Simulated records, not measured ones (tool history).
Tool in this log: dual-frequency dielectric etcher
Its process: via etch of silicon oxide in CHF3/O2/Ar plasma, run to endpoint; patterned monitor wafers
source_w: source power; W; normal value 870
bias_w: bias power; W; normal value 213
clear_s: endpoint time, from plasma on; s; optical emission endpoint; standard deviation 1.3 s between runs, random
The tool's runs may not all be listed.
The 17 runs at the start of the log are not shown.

run   hour  source_w  bias_w  wafers since the last listed run  hours since the last wet clean  hours since the last source power generator calibration  hours since the last bias power generator calibration  hours since the last upper electrode change  incoming incoming film thickness, nm  clear_s
 18  204.4       730     160                                54                            87.4                                                   2160.9                                                     28                                       2410.6                                 662.6    309.1
     230.1  -- upper electrode replaced
 19  230.6       960     235                                 9                           113.6                                                   2187.1                                                   54.2                                          0.5                                 668.5    244.5
     243.8  -- source power generator calibrated
 20    251      1030     249                                69                             134                                                      7.2                                                   74.6                                         20.9                                   671    233.3
 21  261.5      1050     246                                44                           144.5                                                     17.7                                                   85.1                                         31.4                                 672.7    232.6
 22  269.9       690     213                                35                           152.9                                                     26.1                                                   93.5                                         39.8                                 674.8    284.4
 23  321.8       870     213                               219                           204.8                                                       78                                                  145.4                                         91.7                                 665.3    257.4
 24  336.6       660     264                                62                           219.6                                                     92.8                                                  160.2                                        106.5                                 669.7    259.7
 25  353.1       760     171                                69                           236.1                                                    109.3                                                  176.7                                          123                                 666.1      292
 26    371       870     213                                75                             254                                                    127.2                                                  194.6                                        140.9                                 667.6    258.5
 27  378.9       690     166                                33                           261.9                                                    135.1                                                  202.5                                        148.8                                   672    304.8
 28  392.4      1030     181                                57                           275.4                                                    148.6                                                    216                                        162.3                                 669.4    260.5
 29  410.3       870     213                                75                           293.3                                                    166.5                                                  233.9                                        180.2                                 673.3    258.1
 30  447.5       870     168                               157                           330.5                                                    203.7                                                  271.1                                        217.4                                   668    279.5
 31  456.6       670     251                                38                           339.6                                                    212.8                                                  280.2                                        226.5                                 662.4    256.3
 32    464       870     169                                31                             347                                                    220.2                                                  287.6                                        233.9                                 668.2    282.6
 33  477.2       930     170                                55                           360.2                                                    233.4                                                  300.8                                        247.1                                 667.6    274.8
     510.9  -- wet clean of the chamber
 34  511.4       650     237                                43                             0.5                                                    267.6                                                    335                                        281.3                                 664.5    275.1

Alternative continuations, all from the tool just after run 34; predict every row:
  A  511.9       870     213                                 2                               1                                                    268.1                                                  335.5                                        281.8                                 669.2        ?
  B  511.9      1080     165                                 2                               1                                                    268.1                                                  335.5                                        281.8                                 669.2        ?
  C  511.9       680     196                                 2                               1                                                    268.1                                                  335.5                                        281.8                                 669.2        ?
  D  511.9       950     188                                 2                               1                                                    268.1                                                  335.5                                        281.8                                 669.2        ?
  E  511.9      1010     243                                 2                               1                                                    268.1                                                  335.5                                        281.8                                 669.2        ?

run  clear_s
  A    262.2
  B    269.5
  C    292.6
  D    267.5
  E    237.3
Stripped of hidden state, with their random variation kept, the same runs would have yielded:
run  clear_s
  A    263.2
  B    270.6
  C    293.8
  D    268.6
  E    238.2

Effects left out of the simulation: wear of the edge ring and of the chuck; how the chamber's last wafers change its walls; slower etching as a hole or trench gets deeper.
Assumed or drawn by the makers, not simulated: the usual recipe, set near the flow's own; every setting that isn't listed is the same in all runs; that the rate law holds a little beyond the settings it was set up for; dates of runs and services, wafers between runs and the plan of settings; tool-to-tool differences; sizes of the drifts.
